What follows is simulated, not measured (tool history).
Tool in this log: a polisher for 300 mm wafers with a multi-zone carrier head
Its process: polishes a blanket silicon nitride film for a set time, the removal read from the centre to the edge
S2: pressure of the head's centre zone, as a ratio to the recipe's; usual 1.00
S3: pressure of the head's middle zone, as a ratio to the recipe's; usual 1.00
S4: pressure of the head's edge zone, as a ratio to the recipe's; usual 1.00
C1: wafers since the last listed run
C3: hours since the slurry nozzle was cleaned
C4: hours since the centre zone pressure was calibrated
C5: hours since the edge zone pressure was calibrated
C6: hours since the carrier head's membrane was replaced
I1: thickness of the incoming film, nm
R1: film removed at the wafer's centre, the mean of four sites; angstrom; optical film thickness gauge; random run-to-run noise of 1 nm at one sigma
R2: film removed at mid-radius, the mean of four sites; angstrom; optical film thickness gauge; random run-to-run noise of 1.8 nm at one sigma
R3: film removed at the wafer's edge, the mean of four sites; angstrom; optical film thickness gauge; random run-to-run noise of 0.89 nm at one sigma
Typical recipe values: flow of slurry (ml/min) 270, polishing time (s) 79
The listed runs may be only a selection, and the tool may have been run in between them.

Run 1, hour 0.0: usual settings; C1 0; wafers polished on this pad 696; C3 545.8; C4 1427.4; C5 262.4; C6 1669.5; I1 831.8. Result: R1 1271 angstrom, R2 1315 angstrom, R3 1255 angstrom.
Run 2, hour 31.4: usual settings; C1 313; wafers polished on this pad 1009; C3 577.2; C4 1458.8; C5 293.8; C6 1700.9; I1 821.8. Result: R1 1247 angstrom, R2 1331 angstrom, R3 1247 angstrom.
At hour 36.3: worn pad replaced by a new one.
Run 3, hour 85.1: usual settings but flow of slurry (ml/min) 245; C1 495; wafers polished on this pad 486; C3 630.9; C4 1512.5; C5 347.5; C6 1754.6; I1 830.0. Result: R1 1274 angstrom, R2 1298 angstrom, R3 1245 angstrom.
Run 4, hour 107.9: usual settings but flow of slurry (ml/min) 205; C1 227; wafers polished on this pad 714; C3 653.7; C4 1535.3; C5 370.3; C6 1777.4; I1 824.6. Result: R1 1248 angstrom, R2 1317 angstrom, R3 1227 angstrom.
At hour 130.5: centre zone pressure recalibrated.
Run 5, hour 135.1: usual settings but S4 1.09; C1 251; wafers polished on this pad 965; C3 680.9; C4 4.6; C5 397.5; C6 1804.6; I1 830.8. Result: R1 1251 angstrom, R2 1261 angstrom, R3 1284 angstrom.
At hour 151.1: worn pad replaced by a new one.
Run 6, hour 152.2: usual settings but S4 1.09; C1 130; wafers polished on this pad 11; C3 698.0; C4 21.7; C5 414.6; C6 1821.7; I1 836.9. Result: R1 1301 angstrom, R2 1343 angstrom, R3 1349 angstrom.
Run 7, hour 173.8: usual settings but S4 1.09; C1 215; wafers polished on this pad 226; C3 719.6; C4 43.3; C5 436.2; C6 1843.3; I1 826.9. Result: R1 1305 angstrom, R2 1340 angstrom, R3 1342 angstrom.
Run 8, hour 192.7: usual settings but flow of slurry (ml/min) 230; C1 188; wafers polished on this pad 415; C3 738.5; C4 62.2; C5 455.1; C6 1862.2; I1 835.8. Result: R1 1262 angstrom, R2 1322 angstrom, R3 1277 angstrom.
Run 9, hour 227.2: usual settings but flow of slurry (ml/min) 230; C1 344; wafers polished on this pad 759; C3 773.0; C4 96.7; C5 489.6; C6 1896.7; I1 825.9. Result: R1 1249 angstrom, R2 1314 angstrom, R3 1233 angstrom.
Run 10, hour 248.4: usual settings; C1 211; wafers polished on this pad 970; C3 794.2; C4 117.9; C5 510.8; C6 1917.9; I1 827.9. Result: R1 1259 angstrom, R2 1278 angstrom, R3 1243 angstrom.
At hour 259.6: edge zone pressure recalibrated.
At hour 270.9: worn pad replaced by a new one.
Run 11, hour 278.4: usual settings but S4 1.09; C1 239; wafers polished on this pad 75; C3 824.2; C4 147.9; C5 18.8; C6 1947.9; I1 834.3. Result: R1 1300 angstrom, R2 1349 angstrom, R3 1348 angstrom.
At hour 299.3: slurry nozzle cleaned.
Run 12, hour 311.7: usual settings but flow of slurry (ml/min) 210, S2 1.11; C1 322; wafers polished on this pad 397; C3 12.4; C4 181.2; C5 52.1; C6 1981.2; I1 826.3. Result: R1 1405 angstrom, R2 1278 angstrom, R3 1263 angstrom.
Run 13, hour 325.8: usual settings but flow of slurry (ml/min) 190, S2 1.05; C1 140; wafers polished on this pad 538; C3 26.5; C4 195.3; C5 66.2; C6 1995.3; I1 832.4. Result: R1 1313 angstrom, R2 1259 angstrom, R3 1247 angstrom.
At hour 331.8: carrier head's membrane replaced by a new one.
Run 14, hour 357.1: usual settings but S2 1.08, polishing time (s) 93; C1 262; wafers polished on this pad 800; C3 57.8; C4 226.6; C5 97.5; C6 25.3; I1 838.1. Result: R1 1608 angstrom, R2 1539 angstrom, R3 1479 angstrom.
Run 15, hour 387.5: usual settings but flow of slurry (ml/min) 205, S2 0.91, S3 1.04; C1 303; wafers polished on this pad 1103; C3 88.2; C4 257.0; C5 127.9; C6 55.7; I1 835.3. Result: R1 1120 angstrom, R2 1275 angstrom, R3 1237 angstrom.
At hour 399.7: worn pad replaced by a new one.
Run 16, hour 402.3: usual settings but S4 1.06; C1 107; wafers polished on this pad 26; C3 103.0; C4 271.8; C5 142.7; C6 70.5; I1 833.7. Result: R1 1310 angstrom, R2 1325 angstrom, R3 1331 angstrom.
Run 17, hour 420.3: usual settings but S2 1.08; C1 179; wafers polished on this pad 205; C3 121.0; C4 289.8; C5 160.7; C6 88.5; I1 839.3. Result: R1 1395 angstrom, R2 1314 angstrom, R3 1279 angstrom.
Run 18, hour 445.4: usual settings but flow of slurry (ml/min) 240, S2 1.10; C1 250; wafers polished on this pad 456; C3 146.1; C4 314.9; C5 185.8; C6 113.6; I1 834.0. Result: R1 1412 angstrom, R2 1311 angstrom, R3 1262 angstrom.
Run 19, hour 462.3: usual settings but S2 0.91, S3 1.07, S4 1.05, polishing time (s) 68; C1 168; wafers polished on this pad 624; C3 163.0; C4 331.8; C5 202.7; C6 130.5; I1 833.0. Result: R1 985 angstrom, R2 1208 angstrom, R3 1106 angstrom.
Run 20, hour 488.0: usual settings but S4 1.09; C1 256; wafers polished on this pad 881; C3 188.7; C4 357.5; C5 228.4; C6 156.2; I1 813.2. Result: R1 1268 angstrom, R2 1301 angstrom, R3 1325 angstrom.
At hour 502.9: worn pad replaced by a new one.
Run 21, hour 508.3: usual settings; C1 162; wafers polished on this pad 53; C3 209.0; C4 377.8; C5 248.7; C6 176.5; I1 813.0. Result: R1 1306 angstrom, R2 1359 angstrom, R3 1293 angstrom.
Run 22, hour 531.2: usual settings but flow of slurry (ml/min) 195, S2 1.11, S4 1.08, polishing time (s) 103; C1 228; wafers polished on this pad 281; C3 231.9; C4 400.7; C5 271.6; C6 199.4; I1 842.3. Result: R1 1823 angstrom, R2 1696 angstrom, R3 1690 angstrom.

Alternative continuations, all from the tool just after run 22; predict every row:
Run A, hour 531.7: usual settings; C1 4; wafers polished on this pad 286; C3 232.4; C4 401.2; C5 272.1; C6 199.9; I1 828.6. Result: R1 ?, R2 ?, R3 ?.
Run B, hour 531.7: usual settings but S2 0.91, S3 0.95, S4 0.93; C1 4; wafers polished on this pad 286; C3 232.4; C4 401.2; C5 272.1; C6 199.9; I1 828.6. Result: R1 ?, R2 ?, R3 ?.
Run C, hour 531.7: usual settings but S3 1.06, S4 0.90; C1 4; wafers polished on this pad 286; C3 232.4; C4 401.2; C5 272.1; C6 199.9; I1 828.6. Result: R1 ?, R2 ?, R3 ?.
Run D, hour 531.7: usual settings but flow of slurry (ml/min) 355, S3 0.94, S4 0.89, polishing time (s) 61; C1 4; wafers polished on this pad 286; C3 232.4; C4 401.2; C5 272.1; C6 199.9; I1 828.6. Result: R1 ?, R2 ?, R3 ?.

run    R1    R2    R3
  A  1288  1341  1277
  B  1171  1293  1235
  C  1288  1399  1215
  D  1014  1009   948
What these runs would have given with no unlogged condition in the tool:
run    R1    R2    R3
  A  1305  1358  1294
  B  1186  1310  1251
  C  1305  1417  1231
  D  1028  1022   960
